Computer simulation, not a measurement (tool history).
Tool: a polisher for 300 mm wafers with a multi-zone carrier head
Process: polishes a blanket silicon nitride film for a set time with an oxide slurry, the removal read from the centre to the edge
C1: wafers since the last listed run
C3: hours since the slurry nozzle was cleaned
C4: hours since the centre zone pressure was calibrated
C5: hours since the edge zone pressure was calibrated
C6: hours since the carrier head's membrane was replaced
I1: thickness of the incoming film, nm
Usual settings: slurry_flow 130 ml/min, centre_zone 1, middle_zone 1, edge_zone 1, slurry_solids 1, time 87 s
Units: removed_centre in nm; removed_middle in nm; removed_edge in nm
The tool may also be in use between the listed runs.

{"run": 1, "day": 0.0, "slurry_flow": 130, "centre_zone": 1, "middle_zone": 1, "edge_zone": 1, "slurry_solids": 1, "time": 87, "C1": 0, "wafers polished on this pad": 699, "C3": 221.7, "C4": 54.8, "C5": 2.2, "C6": 337.9, "I1": 553.2, "removed_centre": 54, "removed_middle": 54.2, "removed_edge": 53.3}
{"run": 2, "day": 3.496, "slurry_flow": 130, "centre_zone": 1, "middle_zone": 1, "edge_zone": 1, "slurry_solids": 1, "time": 87, "C1": 677, "wafers polished on this pad": 1377, "C3": 305.6, "C4": 138.7, "C5": 86.1, "C6": 421.8, "I1": 549.9, "removed_centre": 52.7, "removed_middle": 53.1, "removed_edge": 52.7}
{"day": 13.138, "done": "worn pad replaced by a new one"}
{"day": 13.317, "done": "centre zone pressure recalibrated"}
{"run": 3, "day": 15.575, "slurry_flow": 130, "centre_zone": 1, "middle_zone": 1, "edge_zone": 1, "slurry_solids": 1, "time": 87, "C1": 2292, "wafers polished on this pad": 455, "C3": 595.5, "C4": 54.2, "C5": 376, "C6": 711.7, "I1": 555.9, "removed_centre": 54.4, "removed_middle": 53.5, "removed_edge": 53.4}
{"run": 4, "day": 18.167, "slurry_flow": 130, "centre_zone": 1, "middle_zone": 1, "edge_zone": 1, "slurry_solids": 1, "time": 87, "C1": 502, "wafers polished on this pad": 958, "C3": 657.7, "C4": 116.4, "C5": 438.2, "C6": 773.9, "I1": 547.6, "removed_centre": 52.9, "removed_middle": 52.8, "removed_edge": 53}
{"run": 5, "day": 20.988, "slurry_flow": 130, "centre_zone": 1, "middle_zone": 1, "edge_zone": 1, "slurry_solids": 1, "time": 101, "C1": 546, "wafers polished on this pad": 1505, "C3": 725.4, "C4": 184.1, "C5": 505.9, "C6": 841.6, "I1": 548.1, "removed_centre": 60.8, "removed_middle": 60.7, "removed_edge": 60.6}
{"day": 24.362, "done": "slurry nozzle cleaned"}
{"run": 6, "day": 25.204, "slurry_flow": 130, "centre_zone": 1, "middle_zone": 1, "edge_zone": 1, "slurry_solids": 1, "time": 101, "C1": 809, "wafers polished on this pad": 2314, "C3": 20.2, "C4": 285.3, "C5": 607.1, "C6": 942.8, "I1": 552.6, "removed_centre": 58, "removed_middle": 59.8, "removed_edge": 58.7}
{"day": 28.975, "done": "worn pad replaced by a new one"}
{"run": 7, "day": 29.517, "slurry_flow": 130, "centre_zone": 1, "middle_zone": 1, "edge_zone": 1, "slurry_solids": 1, "time": 87, "C1": 803, "wafers polished on this pad": 104, "C3": 123.7, "C4": 388.8, "C5": 710.6, "C6": 1046.3, "I1": 554.3, "removed_centre": 55.5, "removed_middle": 55.2, "removed_edge": 54.2}
{"day": 29.867, "done": "centre zone pressure recalibrated"}
{"run": 8, "day": 33.475, "slurry_flow": 130, "centre_zone": 1, "middle_zone": 1, "edge_zone": 1, "slurry_solids": 1, "time": 87, "C1": 751, "wafers polished on this pad": 855, "C3": 218.7, "C4": 86.6, "C5": 805.6, "C6": 1141.3, "I1": 542.9, "removed_centre": 53.5, "removed_middle": 52.8, "removed_edge": 53.8}
{"day": 34.65, "done": "edge zone pressure recalibrated"}
{"run": 9, "day": 37.658, "slurry_flow": 130, "centre_zone": 1, "middle_zone": 1, "edge_zone": 1, "slurry_solids": 1, "time": 87, "C1": 794, "wafers polished on this pad": 1650, "C3": 319.1, "C4": 187, "C5": 72.2, "C6": 1241.7, "I1": 546.5, "removed_centre": 51.7, "removed_middle": 52.4, "removed_edge": 52.3}
{"run": 10, "day": 40.658, "slurry_flow": 130, "centre_zone": 1, "middle_zone": 1, "edge_zone": 1, "slurry_solids": 1.2, "time": 68, "C1": 581, "wafers polished on this pad": 2232, "C3": 391.1, "C4": 259, "C5": 144.2, "C6": 1313.7, "I1": 556.9, "removed_centre": 44.1, "removed_middle": 43.8, "removed_edge": 43.9}
{"day": 41.762, "done": "worn pad replaced by a new one"}
{"run": 11, "day": 42.521, "slurry_flow": 130, "centre_zone": 1, "middle_zone": 1, "edge_zone": 1, "slurry_solids": 1, "time": 87, "C1": 328, "wafers polished on this pad": 146, "C3": 435.8, "C4": 303.7, "C5": 188.9, "C6": 1358.4, "I1": 537.9, "removed_centre": 54.2, "removed_middle": 54.9, "removed_edge": 54.3}
{"day": 44.533, "done": "centre zone pressure recalibrated"}
{"run": 12, "day": 45.354, "slurry_flow": 130, "centre_zone": 1, "middle_zone": 1.11, "edge_zone": 1, "slurry_solids": 0.85, "time": 66, "C1": 533, "wafers polished on this pad": 679, "C3": 503.8, "C4": 19.7, "C5": 256.9, "C6": 1426.4, "I1": 543.4, "removed_centre": 38, "removed_middle": 42.6, "removed_edge": 37.8}
{"run": 13, "day": 49.208, "slurry_flow": 165, "centre_zone": 1.07, "middle_zone": 1, "edge_zone": 1, "slurry_solids": 1.2, "time": 87, "C1": 747, "wafers polished on this pad": 1426, "C3": 596.3, "C4": 112.2, "C5": 349.4, "C6": 1518.9, "I1": 557.5, "removed_centre": 64.6, "removed_middle": 60.1, "removed_edge": 59.2}
{"day": 52.821, "done": "carrier head's membrane replaced by a new one"}
{"run": 14, "day": 53.167, "slurry_flow": 155, "centre_zone": 0.89, "middle_zone": 1, "edge_zone": 0.96, "slurry_solids": 1.1, "time": 87, "C1": 726, "wafers polished on this pad": 2153, "C3": 691.3, "C4": 207.2, "C5": 444.4, "C6": 8.3, "I1": 553.9, "removed_centre": 50.1, "removed_middle": 56.3, "removed_edge": 54.6}
{"run": 15, "day": 54.796, "slurry_flow": 130, "centre_zone": 1, "middle_zone": 0.9, "edge_zone": 1, "slurry_solids": 1, "time": 87, "C1": 315, "wafers polished on this pad": 2469, "C3": 730.4, "C4": 246.3, "C5": 483.5, "C6": 47.4, "I1": 550.8, "removed_centre": 51.2, "removed_middle": 48.3, "removed_edge": 51}

Forecast run 16:
{"day": 56.442, "done": "worn pad replaced by a new one"}
{"day": 57.492, "done": "slurry nozzle cleaned"}
{"run": 16, "day": 58.654, "slurry_flow": 130, "centre_zone": 1, "middle_zone": 1, "edge_zone": 1, "slurry_solids": 1, "time": 87, "C1": 707, "wafers polished on this pad": 420, "C3": 27.9, "C4": 338.9, "C5": 576.1, "C6": 140, "I1": 548.3, "removed_centre": "?", "removed_middle": "?", "removed_edge": "?"}

removed_centre: 54.7 nm
removed_middle: 55.5 nm
removed_edge: 53.9 nm
Without the tool's hidden state the same run would have given removed_centre 55.4 nm, removed_middle 56.2 nm, removed_edge 54.5 nm.
